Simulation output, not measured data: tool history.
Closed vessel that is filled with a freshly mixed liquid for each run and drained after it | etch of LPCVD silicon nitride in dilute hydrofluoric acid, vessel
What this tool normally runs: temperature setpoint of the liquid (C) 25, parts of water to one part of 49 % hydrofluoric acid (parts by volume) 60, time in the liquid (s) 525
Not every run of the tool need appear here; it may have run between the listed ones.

run    hour  temperature setpoint of the liquid (C)  parts of water to one part of 49 % hydrofluoric acid (parts by volume)  time in the liquid (s)  read-back film thickness of the LPCVD silicon nitride reference wafer, read on the same gauge (nm)  thickness taken off the LPCVD silicon nitride on a monitor wafer (nm)
  1       0                                      25                                                                      40                     525                                                                                                  70                                                                  6.339
  2      37                                    26.5                                                                      60                     765                                                                                              69.999                                                                  6.777
  3    61.5                                      25                                                                      60                     525                                                                                              69.989                                                                  4.208
  4   276.3                                      25                                                                      60                     525                                                                                              69.988                                                                  4.245
      277.4  -- hydrofluoric acid flow meter replaced
      301.6  -- thermometer replaced
  5   302.1                                      25                                                                      60                     525                                                                                               69.98                                                                  4.149
  6   336.1                                      25                                                                      60                     525                                                                                              69.996                                                                  4.167
  7   372.9                                    22.5                                                                      60                     525                                                                                              69.988                                                                  3.523
  8   438.1                                      25                                                                      60                     525                                                                                              69.984                                                                  4.143
  9   480.4                                      25                                                                      60                     525                                                                                              70.018                                                                  4.156
 10   514.8                                      25                                                                      60                     525                                                                                              69.986                                                                   4.13
 11   552.4                                    20.5                                                                      75                     745                                                                                              70.036                                                                   3.49
 12   582.1                                    28.5                                                                      45                     675                                                                                              69.975                                                                  8.833
 13   647.3                                    29.5                                                                      85                     785                                                                                              70.015                                                                  5.858
 14   772.9                                      27                                                                      50                     395                                                                                              70.001                                                                  4.249
 15   834.4                                      25                                                                      90                     525                                                                                              70.028                                                                  2.794
 16   889.4                                      25                                                                      60                     525                                                                                              69.984                                                                   4.17
      917.6  -- gauge calibrated
 17   934.3                                      22                                                                      80                     730                                                                                              70.004                                                                  3.604
 18   973.5                                      25                                                                      35                     525                                                                                                  70                                                                  7.138
 19  1038.6                                    20.5                                                                      35                     525                                                                                              69.988                                                                  5.236
 20  1096.5                                      28                                                                      85                     525                                                                                              69.995                                                                  3.603
 21  1166.4                                      25                                                                      50                     525                                                                                              69.997                                                                  4.997
 22  1320.7                                    20.5                                                                      80                     260                                                                                              69.975                                                                  1.153
 23  1348.8                                      25                                                                      60                     825                                                                                              69.997                                                                  6.599
 24  1402.9                                      21                                                                      60                     675                                                                                                  70                                                                  4.105
 25  1427.2                                    27.5                                                                      35                     770                                                                                              69.993                                                                 12.369
 26    1463                                      25                                                                      60                     210                                                                                              70.008                                                                  1.673
 27  1522.4                                      25                                                                      40                     660                                                                                              70.014                                                                  7.823
 28  1565.3                                      25                                                                      60                     525                                                                                              70.013                                                                  4.195
 29  1636.2                                      25                                                                      45                     525                                                                                              70.017                                                                  5.539
 30    1695                                      25                                                                      60                     525                                                                                                  70                                                                  4.173
 31  1721.7                                      22                                                                      60                     525                                                                                              69.989                                                                  3.441

5 options for the next run, each taken on its own from the tool as it stands now. Forecast them:
  A  1722.5                                    21.5                                                                      60                     525                                                                                                   ?                                                                      ?
  B  1722.5                                      28                                                                      35                     640                                                                                                   ?                                                                      ?
  C  1722.5                                    22.5                                                                      85                     265                                                                                                   ?                                                                      ?
  D  1722.5                                    22.5                                                                      35                     745                                                                                                   ?                                                                      ?
  E  1722.5                                      27                                                                      40                     220                                                                                                   ?                                                                      ?

run  read-back film thickness of the LPCVD silicon nitride reference wafer, read on the same gauge (nm)  thickness taken off the LPCVD silicon nitride on a monitor wafer (nm)
  A                                                                                              70.035                                                                   3.35
  B                                                                                              70.035                                                                 10.702
  C                                                                                              70.035                                                                  1.286
  D                                                                                              70.035                                                                  8.607
  E                                                                                              70.035                                                                  3.022
With no hidden state in the tool, these same runs would have given:
run  thickness taken off the LPCVD silicon nitride on a monitor wafer (nm)
  A                                                                    3.3
  B                                                                 10.548
  C                                                                  1.267
  D                                                                  8.478
  E                                                                  2.979
